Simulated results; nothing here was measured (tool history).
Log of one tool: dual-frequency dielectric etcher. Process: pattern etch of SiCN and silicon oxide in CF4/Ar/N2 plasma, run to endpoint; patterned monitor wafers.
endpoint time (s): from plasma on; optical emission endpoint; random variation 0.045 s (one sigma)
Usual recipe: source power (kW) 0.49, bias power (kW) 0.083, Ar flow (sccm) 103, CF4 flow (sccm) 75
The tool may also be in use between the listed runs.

run    hour  source power (kW)  bias power (kW)  Ar flow (sccm)  CF4 flow (sccm)  wafers since the last listed run  hours since the last wet clean  hours since the last source power generator calibration  hours since the last bias power generator calibration  hours since the last Ar flow controller change  hours since the last CF4 flow controller change  hours since the last upper electrode change  incoming incoming film thickness, nm  endpoint time (s)
  1       0               0.49            0.083             103               75                                 0                            42.2                                                   2352.3                                                 2566.1                                            2878                                           5325.2                                       4711.9                                 10.97               10.7
  2    25.8               0.49            0.083             103               75                               534                              68                                                   2378.1                                                 2591.9                                          2903.8                                             5351                                       4737.7                                 10.96               10.7
  3    50.7               0.49            0.083             103               75                               515                            92.9                                                     2403                                                 2616.8                                          2928.7                                           5375.9                                       4762.6                                 11.01               10.8
  4   108.9               0.49            0.083             103               75                              1205                           151.1                                                   2461.2                                                   2675                                          2986.9                                           5434.1                                       4820.8                                 10.95               10.8
  5   170.7               0.49            0.083             103               65                              1280                           212.9                                                     2523                                                 2736.8                                          3048.7                                           5495.9                                       4882.6                                  11.1               11.1
  6   242.3               0.49            0.083             103               65                              1483                           284.5                                                   2594.6                                                 2808.4                                          3120.3                                           5567.5                                       4954.2                                 10.93                 11
  7   285.9               0.49            0.083             103               65                               903                           328.1                                                   2638.2                                                   2852                                          3163.9                                           5611.1                                       4997.8                                    11               11.1
  8   317.8               0.49            0.083             103               75                               660                             360                                                   2670.1                                                 2883.9                                          3195.8                                             5643                                       5029.7                                 10.98                 11
      384.6  -- source power generator calibrated
  9   384.9               0.49            0.083             103               75                              1307                           427.1                                                      0.3                                                   2951                                          3262.9                                           5710.1                                       5096.8                                 10.94               10.9
      406.6  -- Ar flow controller replaced
      445.5  -- wet clean of the chamber
 10     446               0.49            0.083             103               75                               644                             0.5                                                     61.4                                                 3012.1                                            39.4                                           5771.2                                       5157.9                                 11.04               10.7
 11   494.2               0.49             0.07             103               75                               998                            48.7                                                    109.6                                                 3060.3                                            87.6                                           5819.4                                       5206.1                                 11.04               11.4
      548.6  -- upper electrode replaced
 12   549.1               0.45            0.083             117               69                               640                           103.6                                                    164.5                                                 3115.2                                           142.5                                           5874.3                                          0.5                                 10.98                 12
 13   606.7               0.49            0.083             128               58                              1193                           161.2                                                    222.1                                                 3172.8                                           200.1                                           5931.9                                         58.1                                 10.94               11.5
      628.4  -- bias power generator calibrated
 14   676.4               0.49              0.1             103               67                              1361                           230.9                                                    291.8                                                     48                                           269.8                                           6001.6                                        127.8                                 11.06               10.4
        715  -- CF4 flow controller replaced
 15   724.4               0.49            0.083             103               75                               870                           278.9                                                    339.8                                                     96                                           317.8                                              9.4                                        175.8                                 10.92               10.9
 16   785.6               0.49            0.104              90               75                              1267                           340.1                                                      401                                                  157.2                                             379                                             70.6                                          237                                  11.1                 10
 17   844.8               0.49            0.071              85               75                              1226                           399.3                                                    460.2                                                  216.4                                           438.2                                            129.8                                        296.2                                 10.97               11.1
 18   883.1               0.49            0.093              80               75                               793                           437.6                                                    498.5                                                  254.7                                           476.5                                            168.1                                        334.5                                 11.06               10.3
 19   927.5               0.49            0.083             103               75                               919                             482                                                    542.9                                                  299.1                                           520.9                                            212.5                                        378.9                                 10.96                 11
 20   970.8               0.49            0.091              91               75                               897                           525.3                                                    586.2                                                  342.4                                           564.2                                            255.8                                        422.2                                 10.89               10.5
     1039.1  -- wet clean of the chamber
 21  1039.6               0.39            0.066             110               87                               928                             0.5                                                      655                                                  411.2                                             633                                            324.6                                          491                                 10.98               13.8

Forecast run 22:
 22  1060.3               0.49            0.083              82               75                               428                            21.2                                                    675.7                                                  431.9                                           653.7                                            345.3                                        511.7                                 11.06                  ?

{"run 22": {"endpoint time (s)": 10.3}}
The same run, on a tool lacking any hidden state, would have yielded endpoint time (s) 10.3.
